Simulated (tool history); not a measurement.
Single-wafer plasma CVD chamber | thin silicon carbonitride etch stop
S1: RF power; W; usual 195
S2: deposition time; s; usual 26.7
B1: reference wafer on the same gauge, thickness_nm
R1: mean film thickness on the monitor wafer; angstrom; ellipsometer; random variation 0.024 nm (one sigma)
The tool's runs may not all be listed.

run	day	S1	S2	B1	R1
1	0.000	195	28.9	18.397	169.99
2	3.938	195	28.9	18.399	170.32
# day 6.429: thermocouple changed; heater temperature recalibrated
3	8.188	195	26.7	18.405	157.20
4	14.183	205	26.7	18.401	160.38
5	24.654	195	23.9	18.403	140.74
6	26.512	195	23.9	18.403	140.42
7	30.150	195	26.7	18.403	156.70
8	37.100	195	26.7	18.397	156.94
9	41.312	195	26.7	18.400	156.57
10	44.388	195	26.7	18.404	156.84
# day 46.600: showerhead replaced
11	49.533	195	26.7	18.401	156.20
12	52.075	195	30.0	18.403	175.67
13	53.879	195	30.0	18.406	174.82
# day 54.821: RF generator calibrated
14	58.242	195	30.0	18.403	177.20
# day 60.721: thermocouple changed; heater temperature recalibrated
15	61.883	195	26.7	18.397	157.87
16	64.538	195	26.7	18.402	157.58
17	67.779	195	26.7	18.401	157.81
18	71.354	195	26.7	18.401	157.73
19	73.529	195	24.3	18.397	143.81
20	75.454	195	26.7	18.398	157.88
21	77.658	195	26.7	18.399	158.06
22	79.650	195	30.9	18.406	182.40
23	82.425	195	26.7	18.400	157.43
24	93.604	225	22.7	18.399	141.56
25	96.208	195	26.7	18.395	157.56
26	98.029	195	26.7	18.399	157.23
# day 100.538: gauge calibrated
27	100.712	225	26.7	18.396	165.78
28	104.212	220	31.6	18.401	194.51
29	107.783	220	24.2	18.397	149.53
30	112.258	195	31.5	18.405	184.99
31	115.642	210	26.7	18.400	161.38
32	119.708	180	26.7	18.402	152.04
33	122.742	215	26.7	18.399	162.72
34	126.112	160	30.9	18.401	167.42
35	127.992	195	26.7	18.400	156.49

Forecast each of these 4 alternatives for the next run:
A	128.008	195	26.7	?	?
B	128.008	170	26.7	?	?
C	128.008	215	29.9	?	?
D	128.008	165	26.7	?	?

run	B1	R1
A	18.403	156.67
B	18.403	148.14
C	18.403	182.31
D	18.403	146.29
Without the tool's hidden state the same runs would have given:
run	R1
A	157.88
B	149.27
C	183.70
D	147.41
